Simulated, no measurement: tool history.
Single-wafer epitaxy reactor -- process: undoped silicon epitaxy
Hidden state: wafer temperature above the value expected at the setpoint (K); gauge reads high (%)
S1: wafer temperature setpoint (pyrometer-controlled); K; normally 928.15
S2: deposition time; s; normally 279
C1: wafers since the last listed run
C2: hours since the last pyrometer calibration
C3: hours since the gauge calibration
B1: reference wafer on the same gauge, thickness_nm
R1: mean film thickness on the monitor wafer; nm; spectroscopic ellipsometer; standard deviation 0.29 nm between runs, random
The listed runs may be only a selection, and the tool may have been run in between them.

run 1 hour=0 | S1=928.15 S2=279 | C1=0 C2=811.3 C3=206.7 | B1=45.094 | R1=48.661
run 2 hour=24.3 | S1=928.15 S2=279 | C1=113 C2=835.6 C3=231 | B1=45.128 | R1=48.574
run 3 hour=48.4 | S1=928.15 S2=279 | C1=112 C2=859.7 C3=255.1 | B1=45.12 | R1=48.543
run 4 hour=60.8 | S1=928.15 S2=279 | C1=57 C2=872.1 C3=267.5 | B1=45.09 | R1=48.381
run 5 hour=86.7 | S1=928.15 S2=279 | C1=120 C2=898 C3=293.4 | B1=45.068 | R1=47.905
run 6 hour=119.9 | S1=928.15 S2=244 | C1=154 C2=931.2 C3=326.6 | B1=45.094 | R1=42.2
run 7 hour=142.2 | S1=928.15 S2=244 | C1=104 C2=953.5 C3=348.9 | B1=45.106 | R1=41.961
run 8 hour=168.8 | S1=928.15 S2=279 | C1=124 C2=980.1 C3=375.5 | B1=45.103 | R1=48.121
run 9 hour=188.9 | S1=920.15 S2=254 | C1=93 C2=1000.2 C3=395.6 | B1=45.191 | R1=35.813
run 10 hour=205.9 | S1=934.15 S2=279 | C1=79 C2=1017.2 C3=412.6 | B1=45.065 | R1=55.917
-- hour=208.8 gauge calibrated
-- hour=240.7 pyrometer calibrated
run 11 hour=241.2 | S1=934.15 S2=331 | C1=127 C2=0.5 C3=32.4 | B1=45.131 | R1=74.589
run 12 hour=263.9 | S1=928.15 S2=248 | C1=105 C2=23.2 C3=55.1 | B1=45.057 | R1=48.18
run 13 hour=287.8 | S1=939.15 S2=316 | C1=111 C2=47.1 C3=79 | B1=45.141 | R1=79.222
run 14 hour=318.6 | S1=928.15 S2=279 | C1=143 C2=77.9 C3=109.8 | B1=45.116 | R1=53.178
run 15 hour=373.5 | S1=921.15 S2=229 | C1=256 C2=132.8 C3=164.7 | B1=45.146 | R1=36.22
run 16 hour=407 | S1=941.15 S2=301 | C1=156 C2=166.3 C3=198.2 | B1=45.041 | R1=77.321

Each row is a separate what-if for the run after 16, all from the same tool condition, not one after another. Results?
run A hour=407.5 | S1=928.15 S2=309 | C1=2 C2=166.8 C3=198.7 | B1=? | R1=?
run B hour=407.5 | S1=920.15 S2=304 | C1=2 C2=166.8 C3=198.7 | B1=? | R1=?
run C hour=407.5 | S1=920.15 S2=326 | C1=2 C2=166.8 C3=198.7 | B1=? | R1=?
run D hour=407.5 | S1=922.15 S2=297 | C1=2 C2=166.8 C3=198.7 | B1=? | R1=?

run=A B1=45.085 R1=57.424
run=B B1=45.085 R1=46.269
run=C B1=45.085 R1=49.617
run=D B1=45.085 R1=47.535
Without the tool's hidden state the same runs would have given:
run=A R1=60.868
run=B R1=49.101
run=C R1=52.654
run=D R1=50.43
